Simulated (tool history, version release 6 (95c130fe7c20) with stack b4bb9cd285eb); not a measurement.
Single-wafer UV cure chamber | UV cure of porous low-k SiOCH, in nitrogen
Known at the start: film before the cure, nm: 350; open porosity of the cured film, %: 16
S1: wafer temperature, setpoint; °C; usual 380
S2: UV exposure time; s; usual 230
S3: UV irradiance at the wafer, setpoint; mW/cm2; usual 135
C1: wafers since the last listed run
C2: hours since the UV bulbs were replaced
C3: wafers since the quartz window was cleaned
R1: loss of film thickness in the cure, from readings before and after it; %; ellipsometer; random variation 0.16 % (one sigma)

{"run": 1, "day": 0.0, "S1": 380, "S2": 230, "S3": 135, "C1": 0, "C2": 2165.5, "C3": 200, "R1": 12.391}
{"run": 2, "day": 1.754, "S1": 380, "S2": 230, "S3": 135, "C1": 531, "C2": 2207.6, "C3": 732, "R1": 11.98}
{"run": 3, "day": 2.412, "S1": 380, "S2": 230, "S3": 135, "C1": 199, "C2": 2223.4, "C3": 931, "R1": 11.632}
{"run": 4, "day": 2.671, "S1": 390, "S2": 230, "S3": 149, "C1": 78, "C2": 2229.6, "C3": 1010, "R1": 12.409}
{"run": 5, "day": 4.017, "S1": 380, "S2": 230, "S3": 135, "C1": 407, "C2": 2261.9, "C3": 1418, "R1": 11.641}
{"day": 4.558, "done": "quartz window cleaned"}
{"run": 6, "day": 4.579, "S1": 371, "S2": 230, "S3": 164, "C1": 69, "C2": 2275.4, "C3": 5, "R1": 13.577}
{"run": 7, "day": 4.883, "S1": 371, "S2": 230, "S3": 164, "C1": 92, "C2": 2282.7, "C3": 97, "R1": 13.565}
{"run": 8, "day": 5.292, "S1": 380, "S2": 230, "S3": 135, "C1": 123, "C2": 2292.5, "C3": 221, "R1": 12.608}
{"run": 9, "day": 5.546, "S1": 380, "S2": 230, "S3": 135, "C1": 77, "C2": 2298.6, "C3": 298, "R1": 12.41}
{"run": 10, "day": 5.996, "S1": 380, "S2": 230, "S3": 135, "C1": 136, "C2": 2309.4, "C3": 435, "R1": 12.175}
{"run": 11, "day": 6.471, "S1": 380, "S2": 230, "S3": 135, "C1": 143, "C2": 2320.8, "C3": 579, "R1": 11.932}
{"run": 12, "day": 6.842, "S1": 380, "S2": 230, "S3": 135, "C1": 112, "C2": 2329.7, "C3": 691, "R1": 11.625}
{"run": 13, "day": 7.571, "S1": 380, "S2": 230, "S3": 135, "C1": 221, "C2": 2347.2, "C3": 912, "R1": 11.865}
{"run": 14, "day": 7.9, "S1": 380, "S2": 230, "S3": 166, "C1": 99, "C2": 2355.1, "C3": 1012, "R1": 12.74}
{"run": 15, "day": 8.433, "S1": 380, "S2": 230, "S3": 166, "C1": 161, "C2": 2367.9, "C3": 1173, "R1": 12.778}
{"run": 16, "day": 8.95, "S1": 380, "S2": 230, "S3": 135, "C1": 156, "C2": 2380.3, "C3": 1330, "R1": 11.743}
{"day": 9.879, "done": "quartz window cleaned"}
{"run": 17, "day": 9.9, "S1": 380, "S2": 230, "S3": 135, "C1": 186, "C2": 2403.1, "C3": 6, "R1": 12.299}
{"run": 18, "day": 9.946, "S1": 380, "S2": 230, "S3": 135, "C1": 13, "C2": 2404.2, "C3": 20, "R1": 12.488}
{"run": 19, "day": 10.317, "S1": 380, "S2": 230, "S3": 135, "C1": 112, "C2": 2413.1, "C3": 132, "R1": 12.214}
{"run": 20, "day": 10.758, "S1": 380, "S2": 230, "S3": 135, "C1": 133, "C2": 2423.7, "C3": 266, "R1": 12.281}
{"run": 21, "day": 11.454, "S1": 365, "S2": 230, "S3": 135, "C1": 210, "C2": 2440.4, "C3": 477, "R1": 11.434}
{"run": 22, "day": 11.804, "S1": 373, "S2": 230, "S3": 135, "C1": 106, "C2": 2448.8, "C3": 583, "R1": 11.622}
{"run": 23, "day": 12.329, "S1": 373, "S2": 230, "S3": 135, "C1": 159, "C2": 2461.4, "C3": 742, "R1": 11.531}
{"run": 24, "day": 13.021, "S1": 380, "S2": 230, "S3": 135, "C1": 209, "C2": 2478.0, "C3": 952, "R1": 11.393}
{"run": 25, "day": 13.496, "S1": 380, "S2": 230, "S3": 160, "C1": 143, "C2": 2489.4, "C3": 1096, "R1": 12.228}
{"day": 15.329, "done": "UV bulbs replaced"}
{"run": 26, "day": 15.35, "S1": 380, "S2": 230, "S3": 135, "C1": 460, "C2": 0.5, "C3": 1557, "R1": 11.393}
{"day": 16.112, "done": "quartz window cleaned"}
{"run": 27, "day": 16.133, "S1": 393, "S2": 175, "S3": 167, "C1": 136, "C2": 19.3, "C3": 5, "R1": 12.61}
{"run": 28, "day": 17.25, "S1": 367, "S2": 115, "S3": 105, "C1": 338, "C2": 46.1, "C3": 344, "R1": 7.776}
{"run": 29, "day": 17.9, "S1": 380, "S2": 275, "S3": 123, "C1": 197, "C2": 61.7, "C3": 541, "R1": 12.385}
{"run": 30, "day": 18.342, "S1": 380, "S2": 230, "S3": 135, "C1": 133, "C2": 72.3, "C3": 675, "R1": 11.73}
{"run": 31, "day": 18.767, "S1": 380, "S2": 230, "S3": 135, "C1": 128, "C2": 82.5, "C3": 803, "R1": 11.979}
{"run": 32, "day": 19.088, "S1": 386, "S2": 150, "S3": 99, "C1": 97, "C2": 90.2, "C3": 901, "R1": 8.569}
{"run": 33, "day": 19.371, "S1": 368, "S2": 340, "S3": 112, "C1": 85, "C2": 97.0, "C3": 987, "R1": 12.257}
{"run": 34, "day": 20.079, "S1": 394, "S2": 95, "S3": 121, "C1": 214, "C2": 114.0, "C3": 1201, "R1": 7.392}
{"run": 35, "day": 20.479, "S1": 380, "S2": 230, "S3": 112, "C1": 121, "C2": 123.6, "C3": 1322, "R1": 10.811}
{"run": 36, "day": 21.162, "S1": 380, "S2": 230, "S3": 151, "C1": 207, "C2": 140.0, "C3": 1530, "R1": 11.828}
{"day": 21.738, "done": "quartz window cleaned"}
{"run": 37, "day": 21.85, "S1": 361, "S2": 105, "S3": 135, "C1": 107, "C2": 156.5, "C3": 33, "R1": 8.605}
{"run": 38, "day": 22.279, "S1": 380, "S2": 230, "S3": 135, "C1": 130, "C2": 166.8, "C3": 164, "R1": 12.405}
{"run": 39, "day": 22.983, "S1": 380, "S2": 230, "S3": 135, "C1": 213, "C2": 183.7, "C3": 377, "R1": 12.359}
{"run": 40, "day": 23.638, "S1": 393, "S2": 230, "S3": 108, "C1": 198, "C2": 199.4, "C3": 575, "R1": 11.144}
{"run": 41, "day": 24.008, "S1": 380, "S2": 295, "S3": 135, "C1": 112, "C2": 208.3, "C3": 688, "R1": 13.069}
{"run": 42, "day": 24.583, "S1": 380, "S2": 230, "S3": 135, "C1": 174, "C2": 222.1, "C3": 862, "R1": 11.797}
{"run": 43, "day": 25.029, "S1": 380, "S2": 230, "S3": 135, "C1": 135, "C2": 232.8, "C3": 997, "R1": 11.68}
{"run": 44, "day": 25.608, "S1": 380, "S2": 365, "S3": 135, "C1": 175, "C2": 246.7, "C3": 1173, "R1": 13.667}
{"run": 45, "day": 26.308, "S1": 390, "S2": 270, "S3": 161, "C1": 212, "C2": 263.5, "C3": 1385, "R1": 13.548}
{"run": 46, "day": 26.775, "S1": 380, "S2": 300, "S3": 135, "C1": 141, "C2": 274.7, "C3": 1526, "R1": 12.865}
{"day": 27.242, "done": "quartz window cleaned"}
{"run": 47, "day": 27.262, "S1": 380, "S2": 230, "S3": 135, "C1": 46, "C2": 286.4, "C3": 6, "R1": 12.299}
{"run": 48, "day": 27.692, "S1": 373, "S2": 360, "S3": 161, "C1": 130, "C2": 296.7, "C3": 136, "R1": 15.284}

Forecast each of these 4 alternatives for the next run:
{"run": "A", "day": 27.708, "S1": 380, "S2": 95, "S3": 135, "C1": 5, "C2": 297.1, "C3": 141, "R1": "?"}
{"run": "B", "day": 27.708, "S1": 362, "S2": 195, "S3": 108, "C1": 5, "C2": 297.1, "C3": 141, "R1": "?"}
{"run": "C", "day": 27.708, "S1": 390, "S2": 230, "S3": 135, "C1": 5, "C2": 297.1, "C3": 141, "R1": "?"}
{"run": "D", "day": 27.708, "S1": 386, "S2": 355, "S3": 95, "C1": 5, "C2": 297.1, "C3": 141, "R1": "?"}

run=A R1=8.412
run=B R1=10.259
run=C R1=12.612
run=D R1=12.935
Without the tool's hidden state the same runs would have given:
run=A R1=8.655
run=B R1=10.516
run=C R1=12.886
run=D R1=13.210
